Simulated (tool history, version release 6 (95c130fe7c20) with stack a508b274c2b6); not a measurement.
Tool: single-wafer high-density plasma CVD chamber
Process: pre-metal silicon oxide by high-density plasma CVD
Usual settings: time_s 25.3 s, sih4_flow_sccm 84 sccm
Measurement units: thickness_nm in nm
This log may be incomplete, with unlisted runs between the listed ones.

| run | hour | time_s | sih4_flow_sccm | read-back reference wafer on the same gauge, thickness_nm | thickness_nm |
|---|---|---|---|---|---|
| 1 | 0.0 | 24.2 | 84 | 213.963 | 200.824 |
| 2 | 44.0 | 24.2 | 84 | 213.928 | 201.475 |
| 3 | 100.1 | 25.3 | 84 | 213.958 | 209.787 |
| 4 | 187.3 | 21.7 | 84 | 214.160 | 178.997 |
| 5 | 265.9 | 21.7 | 84 | 213.889 | 179.058 |
| 6 | 345.9 | 25.3 | 84 | 213.975 | 208.542 |
|  | 426.9 | gauge calibrated |
| 7 | 430.9 | 25.3 | 84 | 214.080 | 209.522 |
| 8 | 663.8 | 28.5 | 81 | 214.218 | 226.169 |
| 9 | 713.2 | 25.3 | 84 | 214.092 | 208.497 |
| 10 | 794.0 | 22.4 | 68 | 214.063 | 149.549 |
| 11 | 851.1 | 25.3 | 84 | 213.949 | 207.707 |
| 12 | 943.5 | 25.3 | 84 | 213.982 | 209.546 |
|  | 1055.3 | silane flow controller replaced |
|  | 1069.1 | gauge calibrated |
| 13 | 1101.6 | 25.3 | 70 | 214.093 | 183.431 |
| 14 | 1150.3 | 20.3 | 101 | 214.010 | 213.950 |
| 15 | 1228.0 | 25.3 | 93 | 213.853 | 243.265 |
| 16 | 1316.7 | 25.3 | 84 | 214.197 | 219.133 |
| 17 | 1353.7 | 21.4 | 100 | 213.967 | 220.820 |
| 18 | 1394.0 | 29.9 | 84 | 214.118 | 259.142 |

Below are 5 alternative next runs, each starting from the tool's condition after run 18. Predict each:
| A | 1394.4 | 25.3 | 84 | ? | ? |
| B | 1394.4 | 25.3 | 78 | ? | ? |
| C | 1394.4 | 23.0 | 91 | ? | ? |
| D | 1394.4 | 21.1 | 92 | ? | ? |
| E | 1394.4 | 21.3 | 68 | ? | ? |

| run | read-back reference wafer on the same gauge, thickness_nm | thickness_nm |
|---|---|---|
| A | 214.079 | 218.719 |
| B | 214.079 | 203.096 |
| C | 214.079 | 215.405 |
| D | 214.079 | 199.782 |
| E | 214.079 | 149.065 |
Take away the tool's hidden state, keep each run's random variation, and the runs would have read:
| run | thickness_nm |
|---|---|
| A | 224.070 |
| B | 208.065 |
| C | 220.675 |
| D | 204.670 |
| E | 152.711 |

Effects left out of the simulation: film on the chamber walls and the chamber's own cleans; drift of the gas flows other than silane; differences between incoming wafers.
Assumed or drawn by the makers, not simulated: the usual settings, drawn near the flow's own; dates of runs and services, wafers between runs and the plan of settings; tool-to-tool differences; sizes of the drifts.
